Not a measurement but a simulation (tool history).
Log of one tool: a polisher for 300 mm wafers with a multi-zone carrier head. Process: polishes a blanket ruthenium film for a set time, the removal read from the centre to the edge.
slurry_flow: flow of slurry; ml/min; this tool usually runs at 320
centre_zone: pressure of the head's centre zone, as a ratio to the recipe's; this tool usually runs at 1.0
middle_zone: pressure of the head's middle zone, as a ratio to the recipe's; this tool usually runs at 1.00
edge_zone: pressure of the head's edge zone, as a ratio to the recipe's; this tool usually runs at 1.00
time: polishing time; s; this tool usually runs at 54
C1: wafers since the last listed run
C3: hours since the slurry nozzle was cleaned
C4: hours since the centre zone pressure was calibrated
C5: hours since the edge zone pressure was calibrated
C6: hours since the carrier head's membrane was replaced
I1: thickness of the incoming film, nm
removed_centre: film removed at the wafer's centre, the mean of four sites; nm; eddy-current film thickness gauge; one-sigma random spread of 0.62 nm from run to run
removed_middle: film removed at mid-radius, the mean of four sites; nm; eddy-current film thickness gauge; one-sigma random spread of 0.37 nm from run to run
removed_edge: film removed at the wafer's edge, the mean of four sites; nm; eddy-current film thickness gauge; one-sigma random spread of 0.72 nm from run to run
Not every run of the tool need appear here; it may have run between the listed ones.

run 1 hour=0.0 | slurry_flow=320 centre_zone=1.0 middle_zone=1.00 edge_zone=1.00 time=54 | C1=0 wafers_polished_on_this_pad=265 C3=223.1 C4=1067.1 C5=138.4 C6=857.7 | I1=591.8 | removed_centre=50.0 removed_middle=50.3 removed_edge=50.0
run 2 hour=28.4 | slurry_flow=320 centre_zone=1.0 middle_zone=1.00 edge_zone=1.00 time=54 | C1=281 wafers_polished_on_this_pad=547 C3=251.5 C4=1095.5 C5=166.8 C6=886.1 | I1=591.3 | removed_centre=50.7 removed_middle=50.8 removed_edge=49.8
run 3 hour=49.5 | slurry_flow=320 centre_zone=1.0 middle_zone=1.00 edge_zone=1.00 time=54 | C1=209 wafers_polished_on_this_pad=756 C3=272.6 C4=1116.6 C5=187.9 C6=907.2 | I1=594.3 | removed_centre=50.6 removed_middle=49.6 removed_edge=50.6
-- hour=68.2 worn pad replaced by a new one
run 4 hour=77.8 | slurry_flow=320 centre_zone=1.0 middle_zone=1.06 edge_zone=1.00 time=54 | C1=240 wafers_polished_on_this_pad=95 C3=300.9 C4=1144.9 C5=216.2 C6=935.5 | I1=603.5 | removed_centre=50.9 removed_middle=52.8 removed_edge=49.0
run 5 hour=102.6 | slurry_flow=320 centre_zone=1.0 middle_zone=1.06 edge_zone=1.00 time=54 | C1=245 wafers_polished_on_this_pad=341 C3=325.7 C4=1169.7 C5=241.0 C6=960.3 | I1=586.0 | removed_centre=52.2 removed_middle=51.7 removed_edge=51.3
run 6 hour=128.3 | slurry_flow=320 centre_zone=1.0 middle_zone=1.06 edge_zone=1.00 time=54 | C1=254 wafers_polished_on_this_pad=596 C3=351.4 C4=1195.4 C5=266.7 C6=986.0 | I1=586.0 | removed_centre=50.9 removed_middle=52.9 removed_edge=49.9
-- hour=153.6 centre zone pressure recalibrated
run 7 hour=154.1 | slurry_flow=320 centre_zone=1.0 middle_zone=1.00 edge_zone=1.00 time=54 | C1=235 wafers_polished_on_this_pad=832 C3=377.2 C4=0.5 C5=292.5 C6=1011.8 | I1=590.6 | removed_centre=50.7 removed_middle=49.6 removed_edge=49.7
-- hour=169.2 worn pad replaced by a new one
run 8 hour=176.7 | slurry_flow=320 centre_zone=1.0 middle_zone=1.00 edge_zone=1.00 time=54 | C1=184 wafers_polished_on_this_pad=74 C3=399.8 C4=23.1 C5=315.1 C6=1034.4 | I1=588.0 | removed_centre=50.5 removed_middle=50.4 removed_edge=49.6
run 9 hour=207.4 | slurry_flow=320 centre_zone=1.0 middle_zone=0.89 edge_zone=1.00 time=38 | C1=304 wafers_polished_on_this_pad=378 C3=430.5 C4=53.8 C5=345.8 C6=1065.1 | I1=595.7 | removed_centre=35.9 removed_middle=32.5 removed_edge=35.4
-- hour=212.0 slurry nozzle cleaned
run 10 hour=231.4 | slurry_flow=320 centre_zone=0.9 middle_zone=1.00 edge_zone=1.00 time=62 | C1=228 wafers_polished_on_this_pad=606 C3=19.4 C4=77.8 C5=369.8 C6=1089.1 | I1=588.9 | removed_centre=51.5 removed_middle=57.1 removed_edge=57.6
run 11 hour=264.1 | slurry_flow=320 centre_zone=1.0 middle_zone=1.00 edge_zone=1.00 time=54 | C1=324 wafers_polished_on_this_pad=931 C3=52.1 C4=110.5 C5=402.5 C6=1121.8 | I1=593.6 | removed_centre=49.3 removed_middle=50.3 removed_edge=49.8
-- hour=270.6 worn pad replaced by a new one
run 12 hour=280.0 | slurry_flow=320 centre_zone=1.0 middle_zone=0.90 edge_zone=0.93 time=54 | C1=117 wafers_polished_on_this_pad=93 C3=68.0 C4=126.4 C5=418.4 C6=1137.7 | I1=590.7 | removed_centre=50.2 removed_middle=46.0 removed_edge=48.9
-- hour=289.9 carrier head's membrane replaced by a new one
run 13 hour=305.9 | slurry_flow=290 centre_zone=1.0 middle_zone=1.00 edge_zone=1.09 time=54 | C1=207 wafers_polished_on_this_pad=300 C3=93.9 C4=152.3 C5=444.3 C6=16.0 | I1=585.8 | removed_centre=49.9 removed_middle=50.0 removed_edge=51.8
-- hour=314.9 edge zone pressure recalibrated
run 14 hour=330.6 | slurry_flow=320 centre_zone=1.0 middle_zone=1.00 edge_zone=1.00 time=46 | C1=225 wafers_polished_on_this_pad=525 C3=118.6 C4=177.0 C5=15.7 C6=40.7 | I1=591.2 | removed_centre=43.3 removed_middle=42.1 removed_edge=42.6
run 15 hour=343.0 | slurry_flow=215 centre_zone=1.0 middle_zone=1.00 edge_zone=0.94 time=54 | C1=122 wafers_polished_on_this_pad=648 C3=131.0 C4=189.4 C5=28.1 C6=53.1 | I1=594.2 | removed_centre=48.1 removed_middle=47.7 removed_edge=45.5
run 16 hour=378.9 | slurry_flow=320 centre_zone=1.0 middle_zone=1.00 edge_zone=1.00 time=54 | C1=355 wafers_polished_on_this_pad=1004 C3=166.9 C4=225.3 C5=64.0 C6=89.0 | I1=589.0 | removed_centre=51.0 removed_middle=50.9 removed_edge=49.9
-- hour=385.3 worn pad replaced by a new one
run 17 hour=440.0 | slurry_flow=425 centre_zone=1.0 middle_zone=1.00 edge_zone=0.88 time=54 | C1=566 wafers_polished_on_this_pad=542 C3=228.0 C4=286.4 C5=125.1 C6=150.1 | I1=590.9 | removed_centre=51.3 removed_middle=51.6 removed_edge=48.0

Branching from run 17: 4 alternative next runs. What would each branch give?
run A hour=440.4 | slurry_flow=320 centre_zone=1.0 middle_zone=1.00 edge_zone=1.00 time=54 | C1=3 wafers_polished_on_this_pad=546 C3=228.4 C4=286.8 C5=125.5 C6=150.5 | I1=592.3 | removed_centre=? removed_middle=? removed_edge=?
run B hour=440.4 | slurry_flow=425 centre_zone=1.0 middle_zone=1.00 edge_zone=1.00 time=46 | C1=3 wafers_polished_on_this_pad=546 C3=228.4 C4=286.8 C5=125.5 C6=150.5 | I1=592.3 | removed_centre=? removed_middle=? removed_edge=?
run C hour=440.4 | slurry_flow=225 centre_zone=1.0 middle_zone=1.04 edge_zone=0.91 time=54 | C1=3 wafers_polished_on_this_pad=546 C3=228.4 C4=286.8 C5=125.5 C6=150.5 | I1=592.3 | removed_centre=? removed_middle=? removed_edge=?
run D hour=440.4 | slurry_flow=275 centre_zone=1.0 middle_zone=1.00 edge_zone=1.00 time=54 | C1=3 wafers_polished_on_this_pad=546 C3=228.4 C4=286.8 C5=125.5 C6=150.5 | I1=592.3 | removed_centre=? removed_middle=? removed_edge=?

run=A removed_centre=50.8 removed_middle=50.4 removed_edge=49.3
run=B removed_centre=44.5 removed_middle=43.9 removed_edge=42.8
run=C removed_centre=48.5 removed_middle=49.7 removed_edge=46.2
run=D removed_centre=49.9 removed_middle=49.5 removed_edge=48.7
Had the tool no hidden state, the same runs would have come out as:
run=A removed_centre=50.8 removed_middle=50.4 removed_edge=49.3
run=B removed_centre=44.5 removed_middle=43.9 removed_edge=42.8
run=C removed_centre=48.5 removed_middle=49.7 removed_edge=46.2
run=D removed_centre=49.9 removed_middle=49.5 removed_edge=48.7
